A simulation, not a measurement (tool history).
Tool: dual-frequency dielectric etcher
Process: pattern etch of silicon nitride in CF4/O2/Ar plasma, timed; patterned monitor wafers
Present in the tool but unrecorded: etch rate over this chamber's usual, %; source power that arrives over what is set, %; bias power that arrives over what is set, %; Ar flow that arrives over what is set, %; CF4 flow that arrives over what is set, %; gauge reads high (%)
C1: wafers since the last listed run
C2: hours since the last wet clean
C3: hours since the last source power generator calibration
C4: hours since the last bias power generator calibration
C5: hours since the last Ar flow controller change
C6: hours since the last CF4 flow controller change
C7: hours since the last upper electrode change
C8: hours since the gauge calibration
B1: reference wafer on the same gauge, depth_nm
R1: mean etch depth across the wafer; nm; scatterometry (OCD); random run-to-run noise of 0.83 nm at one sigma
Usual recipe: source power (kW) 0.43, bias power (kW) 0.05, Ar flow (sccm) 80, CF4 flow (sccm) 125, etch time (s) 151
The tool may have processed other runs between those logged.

{"run": 1, "hour": 0.0, "source power (kW)": 0.43, "bias power (kW)": 0.05, "Ar flow (sccm)": 73, "CF4 flow (sccm)": 125, "etch time (s)": 151, "C1": 0, "C2": 178.8, "C3": 1720.4, "C4": 1332.5, "C5": 4685.7, "C6": 4721.4, "C7": 2868.6, "C8": 474.2, "B1": 274, "R1": 241.2}
{"run": 2, "hour": 17.9, "source power (kW)": 0.43, "bias power (kW)": 0.05, "Ar flow (sccm)": 73, "CF4 flow (sccm)": 125, "etch time (s)": 151, "C1": 154, "C2": 196.7, "C3": 1738.3, "C4": 1350.4, "C5": 4703.6, "C6": 4739.3, "C7": 2886.5, "C8": 492.1, "B1": 273.9, "R1": 238.2}
{"hour": 44.5, "done": "upper electrode replaced"}
{"run": 3, "hour": 52.2, "source power (kW)": 0.43, "bias power (kW)": 0.05, "Ar flow (sccm)": 73, "CF4 flow (sccm)": 125, "etch time (s)": 151, "C1": 89, "C2": 231, "C3": 1772.6, "C4": 1384.7, "C5": 4737.9, "C6": 4773.6, "C7": 7.7, "C8": 526.4, "B1": 274, "R1": 238.9}
{"run": 4, "hour": 69.2, "source power (kW)": 0.43, "bias power (kW)": 0.05, "Ar flow (sccm)": 80, "CF4 flow (sccm)": 125, "etch time (s)": 151, "C1": 146, "C2": 248, "C3": 1789.6, "C4": 1401.7, "C5": 4754.9, "C6": 4790.6, "C7": 24.7, "C8": 543.4, "B1": 273.6, "R1": 236.7}
{"run": 5, "hour": 89.8, "source power (kW)": 0.4, "bias power (kW)": 0.055, "Ar flow (sccm)": 69, "CF4 flow (sccm)": 144, "etch time (s)": 151, "C1": 178, "C2": 268.6, "C3": 1810.2, "C4": 1422.3, "C5": 4775.5, "C6": 4811.2, "C7": 45.3, "C8": 564, "B1": 273.7, "R1": 233.6}
{"run": 6, "hour": 122.5, "source power (kW)": 0.36, "bias power (kW)": 0.05, "Ar flow (sccm)": 87, "CF4 flow (sccm)": 125, "etch time (s)": 151, "C1": 282, "C2": 301.3, "C3": 1842.9, "C4": 1455, "C5": 4808.2, "C6": 4843.9, "C7": 78, "C8": 596.7, "B1": 273.7, "R1": 193.4}
{"hour": 160.9, "done": "bias power generator calibrated"}
{"hour": 164.8, "done": "CF4 flow controller replaced"}
{"run": 7, "hour": 173.8, "source power (kW)": 0.43, "bias power (kW)": 0.05, "Ar flow (sccm)": 89, "CF4 flow (sccm)": 125, "etch time (s)": 151, "C1": 375, "C2": 352.6, "C3": 1894.2, "C4": 12.9, "C5": 4859.5, "C6": 9, "C7": 129.3, "C8": 648, "B1": 273.1, "R1": 236.1}
{"run": 8, "hour": 192.6, "source power (kW)": 0.43, "bias power (kW)": 0.05, "Ar flow (sccm)": 80, "CF4 flow (sccm)": 125, "etch time (s)": 151, "C1": 162, "C2": 371.4, "C3": 1913, "C4": 31.7, "C5": 4878.3, "C6": 27.8, "C7": 148.1, "C8": 666.8, "B1": 273.4, "R1": 235.9}
{"run": 9, "hour": 220.2, "source power (kW)": 0.43, "bias power (kW)": 0.05, "Ar flow (sccm)": 80, "CF4 flow (sccm)": 125, "etch time (s)": 151, "C1": 238, "C2": 399, "C3": 1940.6, "C4": 59.3, "C5": 4905.9, "C6": 55.4, "C7": 175.7, "C8": 694.4, "B1": 273.1, "R1": 237}
{"run": 10, "hour": 242.2, "source power (kW)": 0.43, "bias power (kW)": 0.05, "Ar flow (sccm)": 90, "CF4 flow (sccm)": 125, "etch time (s)": 151, "C1": 190, "C2": 421, "C3": 1962.6, "C4": 81.3, "C5": 4927.9, "C6": 77.4, "C7": 197.7, "C8": 716.4, "B1": 273.1, "R1": 234.9}
{"run": 11, "hour": 270.9, "source power (kW)": 0.43, "bias power (kW)": 0.05, "Ar flow (sccm)": 62, "CF4 flow (sccm)": 125, "etch time (s)": 151, "C1": 248, "C2": 449.7, "C3": 1991.3, "C4": 110, "C5": 4956.6, "C6": 106.1, "C7": 226.4, "C8": 745.1, "B1": 273.1, "R1": 241.2}
{"hour": 315.2, "done": "Ar flow controller replaced"}
{"hour": 325.1, "done": "wet clean of the chamber"}
{"run": 12, "hour": 325.6, "source power (kW)": 0.38, "bias power (kW)": 0.057, "Ar flow (sccm)": 80, "CF4 flow (sccm)": 125, "etch time (s)": 151, "C1": 335, "C2": 0.5, "C3": 2046, "C4": 164.7, "C5": 10.4, "C6": 160.8, "C7": 281.1, "C8": 799.8, "B1": 272.8, "R1": 217.8}
{"run": 13, "hour": 331.2, "source power (kW)": 0.43, "bias power (kW)": 0.04, "Ar flow (sccm)": 80, "CF4 flow (sccm)": 125, "etch time (s)": 151, "C1": 48, "C2": 6.1, "C3": 2051.6, "C4": 170.3, "C5": 16, "C6": 166.4, "C7": 286.7, "C8": 805.4, "B1": 272.9, "R1": 217.2}
{"run": 14, "hour": 365.4, "source power (kW)": 0.43, "bias power (kW)": 0.05, "Ar flow (sccm)": 67, "CF4 flow (sccm)": 125, "etch time (s)": 151, "C1": 295, "C2": 40.3, "C3": 2085.8, "C4": 204.5, "C5": 50.2, "C6": 200.6, "C7": 320.9, "C8": 839.6, "B1": 272.9, "R1": 238.4}
{"run": 15, "hour": 384.5, "source power (kW)": 0.43, "bias power (kW)": 0.05, "Ar flow (sccm)": 80, "CF4 flow (sccm)": 125, "etch time (s)": 151, "C1": 165, "C2": 59.4, "C3": 2104.9, "C4": 223.6, "C5": 69.3, "C6": 219.7, "C7": 340, "C8": 858.7, "B1": 272.8, "R1": 235.8}
{"hour": 399.5, "done": "gauge calibrated"}
{"run": 16, "hour": 403.4, "source power (kW)": 0.43, "bias power (kW)": 0.05, "Ar flow (sccm)": 80, "CF4 flow (sccm)": 125, "etch time (s)": 151, "C1": 163, "C2": 78.3, "C3": 2123.8, "C4": 242.5, "C5": 88.2, "C6": 238.6, "C7": 358.9, "C8": 3.9, "B1": 278.7, "R1": 241.6}

Run 17 has not been measured yet. What should we expect?
{"run": 17, "hour": 416.8, "source power (kW)": 0.52, "bias power (kW)": 0.05, "Ar flow (sccm)": 94, "CF4 flow (sccm)": 144, "etch time (s)": 130, "C1": 115, "C2": 91.7, "C3": 2137.2, "C4": 255.9, "C5": 101.6, "C6": 252, "C7": 372.3, "C8": 17.3, "B1": "?", "R1": "?"}

Run 17 produced B1 278.4, R1 253.1 nm.
With no hidden state in the tool, this same run would have given R1 253.7 nm.

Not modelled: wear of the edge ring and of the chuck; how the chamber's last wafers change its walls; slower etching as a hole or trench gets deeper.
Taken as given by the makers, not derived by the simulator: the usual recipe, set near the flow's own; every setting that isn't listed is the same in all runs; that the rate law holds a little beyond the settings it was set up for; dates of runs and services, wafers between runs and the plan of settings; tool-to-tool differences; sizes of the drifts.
